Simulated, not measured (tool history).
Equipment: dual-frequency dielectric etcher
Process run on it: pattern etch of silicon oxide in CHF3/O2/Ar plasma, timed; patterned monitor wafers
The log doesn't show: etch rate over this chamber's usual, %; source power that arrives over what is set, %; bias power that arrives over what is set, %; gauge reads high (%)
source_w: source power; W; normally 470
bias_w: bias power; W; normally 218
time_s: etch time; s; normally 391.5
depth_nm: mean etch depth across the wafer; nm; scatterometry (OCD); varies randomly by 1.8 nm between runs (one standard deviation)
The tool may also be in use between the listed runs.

| run | hour | source_w | bias_w | time_s | wafers since the last listed run | hours since the last wet clean | hours since the last source power generator calibration | hours since the last bias power generator calibration | hours since the last upper electrode change | hours since the gauge calibration | read-back reference wafer on the same gauge, depth_nm | depth_nm |
|---|---|---|---|---|---|---|---|---|---|---|---|---|
| 1 | 0 | 470 | 218 | 391.5 | 0 | 239.3 | 2837 | 2834.1 | 5567.9 | 41.6 | 845 | 724.4 |
| 2 | 8.2 | 560 | 218 | 391.5 | 23 | 247.5 | 2845.2 | 2842.3 | 5576.1 | 49.8 | 844.9 | 775.4 |
| 3 | 55.1 | 560 | 218 | 391.5 | 131 | 294.4 | 2892.1 | 2889.2 | 5623 | 96.7 | 844.9 | 770.8 |
| 4 | 64 | 560 | 218 | 391.5 | 25 | 303.3 | 2901 | 2898.1 | 5631.9 | 105.6 | 844.7 | 773.5 |
| 5 | 71.6 | 470 | 218 | 391.5 | 21 | 310.9 | 2908.6 | 2905.7 | 5639.5 | 113.2 | 845.1 | 722.7 |
|  | 82.1 | source power generator calibrated |
| 6 | 82.6 | 470 | 218 | 391.5 | 19 | 321.9 | 0.5 | 2916.7 | 5650.5 | 124.2 | 845.3 | 721.8 |
|  | 90.1 | bias power generator calibrated |
| 7 | 93.8 | 420 | 185 | 391.5 | 20 | 333.1 | 11.7 | 3.7 | 5661.7 | 135.4 | 844.8 | 645.2 |
| 8 | 100.9 | 470 | 218 | 342.5 | 19 | 340.2 | 18.8 | 10.8 | 5668.8 | 142.5 | 845.3 | 630.5 |
|  | 128.5 | upper electrode replaced |
| 9 | 129 | 470 | 218 | 342.5 | 11 | 368.3 | 46.9 | 38.9 | 0.5 | 170.6 | 845 | 630.3 |
| 10 | 129.4 | 420 | 257 | 494 | 1 | 368.7 | 47.3 | 39.3 | 0.9 | 171 | 844.3 | 931.2 |
| 11 | 143.3 | 470 | 218 | 391.5 | 39 | 382.6 | 61.2 | 53.2 | 14.8 | 184.9 | 845.2 | 715.3 |
|  | 172.3 | wet clean of the chamber |
| 12 | 172.8 | 410 | 171 | 391.5 | 15 | 0.5 | 90.7 | 82.7 | 44.3 | 214.4 | 844.8 | 638.1 |
| 13 | 173.2 | 370 | 199 | 431 | 1 | 0.9 | 91.1 | 83.1 | 44.7 | 214.8 | 844.8 | 718 |
|  | 181.8 | gauge calibrated |
| 14 | 185.3 | 470 | 218 | 391.5 | 33 | 13 | 103.2 | 95.2 | 56.8 | 3.5 | 844.9 | 738.7 |
| 15 | 195.8 | 400 | 261 | 464 | 29 | 23.5 | 113.7 | 105.7 | 67.3 | 14 | 845.3 | 887.6 |
| 16 | 213 | 510 | 218 | 357 | 48 | 40.7 | 130.9 | 122.9 | 84.5 | 31.2 | 845.1 | 696.2 |
| 17 | 226.1 | 410 | 169 | 448.5 | 36 | 53.8 | 144 | 136 | 97.6 | 44.3 | 845.1 | 726.7 |
| 18 | 239.3 | 420 | 248 | 346.5 | 37 | 67 | 157.2 | 149.2 | 110.8 | 57.5 | 845.4 | 660 |

Take each entry between the runs: how does the hidden state at the last listed run before it differ from the hidden state at the first listed run after it?
From run 5 to run 6: source power generator calibrated (hour 82.1)
  etch rate over this chamber's usual, %: -2.41 -> -2.48
  measured less the result without the state, depth_nm: -17.8 -> -18.4 nm
From run 6 to run 7: bias power generator calibrated (hour 90.1)
  etch rate over this chamber's usual, %: -2.48 -> -2.56
  measured less the result without the state, depth_nm: -18.4 -> -17 nm
From run 8 to run 9: upper electrode replaced (hour 128.5)
  etch rate over this chamber's usual, %: -2.61 -> -2.8
  measured less the result without the state, depth_nm: -16.9 -> -18.2 nm
From run 11 to run 12: wet clean of the chamber (hour 172.3)
  etch rate over this chamber's usual, %: -2.9 -> 0.055
  measured less the result without the state, depth_nm: -21.4 -> +0.4 nm
From run 13 to run 14: gauge calibrated (hour 181.8)
  etch rate over this chamber's usual, %: 0.0522 -> -0.0311
  measured less the result without the state, depth_nm: +0.4 -> -0.2 nm

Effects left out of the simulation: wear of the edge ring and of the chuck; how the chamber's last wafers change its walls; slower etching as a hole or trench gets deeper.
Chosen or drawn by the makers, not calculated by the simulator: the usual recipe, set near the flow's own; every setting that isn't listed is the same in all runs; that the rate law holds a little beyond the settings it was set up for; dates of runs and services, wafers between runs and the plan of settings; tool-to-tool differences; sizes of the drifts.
